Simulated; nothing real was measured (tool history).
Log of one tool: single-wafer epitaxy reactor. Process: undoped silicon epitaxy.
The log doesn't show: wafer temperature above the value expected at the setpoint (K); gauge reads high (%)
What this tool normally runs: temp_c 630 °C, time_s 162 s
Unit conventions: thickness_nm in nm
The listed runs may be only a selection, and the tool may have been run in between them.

run	hour	temp_c	time_s	wafers since the last listed run	hours since the last pyrometer calibration	hours since the gauge calibration	read-back reference wafer on the same gauge, thickness_nm	thickness_nm
1	0	630	162	0	787.9	346.3	16.993	16.221
2	25.1	620	162	146	813	371.4	16.98	12.478
3	49.9	620	162	144	837.8	396.2	17.007	12.483
4	69.1	630	162	111	857	415.4	17.024	16.203
5	88.5	630	162	113	876.4	434.8	17.001	16.252
6	118.9	630	162	177	906.8	465.2	16.994	16.028
7	131.8	630	162	75	919.7	478.1	16.999	16.232
8	150.2	630	162	107	938.1	496.5	16.982	16.213
9	185.9	630	162	207	973.8	532.2	16.993	16.179
10	211.1	630	162	146	999	557.4	17.026	16.2
11	223.8	630	162	73	1011.7	570.1	16.985	16.183
12	249.9	630	162	152	1037.8	596.2	16.994	16.226
13	282.3	621	162	188	1070.2	628.6	16.988	12.748
14	316.1	621	162	196	1104	662.4	17.019	12.711
15	332.5	621	162	95	1120.4	678.8	16.993	12.704
16	361.4	630	162	168	1149.3	707.7	17.004	16.165
# hour 446.7: gauge calibrated
17	457.4	630	162	559	1245.3	10.7	16.992	16.03
18	485	630	162	160	1272.9	38.3	17.021	16.126
19	508	630	162	133	1295.9	61.3	17.01	15.999
20	521.7	630	162	79	1309.6	75	17.009	16.1
21	550.8	630	162	169	1338.7	104.1	17.008	16.096
22	574.6	630	140	138	1362.5	127.9	16.997	13.932
23	641.4	640	162	389	1429.3	194.7	17.03	20.762
24	668.6	630	136	158	1456.5	221.9	16.995	13.571
25	692.1	640	173	136	1480	245.4	16.982	22.219
# hour 726.4: pyrometer calibrated
26	726.9	641	134	156	0.5	280.2	17.025	18.017
27	757.8	630	162	179	31.4	311.1	16.974	16.439
28	793.3	620	144	206	66.9	346.6	16.997	11.169
29	820.6	637	162	159	94.2	373.9	17.004	19.626
30	855.9	630	147	205	129.5	409.2	17.02	14.792
31	877.6	623	134	126	151.2	430.9	16.998	11.375
32	910.4	634	130	191	184	463.7	16.998	14.492
33	932.8	634	182	130	206.4	486.1	17.01	20.306
34	949.9	620	162	99	223.5	503.2	17.004	12.507
35	962.7	635	162	74	236.3	516	17.036	18.544
36	996.6	626	184	197	270.2	549.9	17	16.643
37	1051.7	615	139	320	325.3	605	17.018	9.399
38	1078.6	641	146	156	352.2	631.9	17.002	19.417
39	1095.8	636	152	100	369.4	649.1	16.98	17.94
40	1128	615	177	187	401.6	681.3	17.028	11.923
41	1140.1	630	174	70	413.7	693.4	17	17.395
# hour 1156.9: gauge calibrated
42	1162.6	630	162	131	436.2	5.7	16.972	16.22
43	1174.8	642	139	71	448.4	17.9	16.996	19.041
44	1200.1	630	162	147	473.7	43.2	17.002	16.155
45	1217.5	630	188	101	491.1	60.6	16.993	18.853

Branching from run 45: 4 alternative next runs. What would each branch give?
A	1217.9	630	162	2	491.5	61	?	?
B	1217.9	616	143	2	491.5	61	?	?
C	1217.9	621	152	2	491.5	61	?	?
D	1217.9	615	185	2	491.5	61	?	?

run	read-back reference wafer on the same gauge, thickness_nm	thickness_nm
A	17.017	16.221
B	17.017	9.883
C	17.017	12.01
D	17.017	12.445
Without the tool's hidden state the same runs would have given:
run	thickness_nm
A	16.617
B	10.133
C	12.31
D	12.761
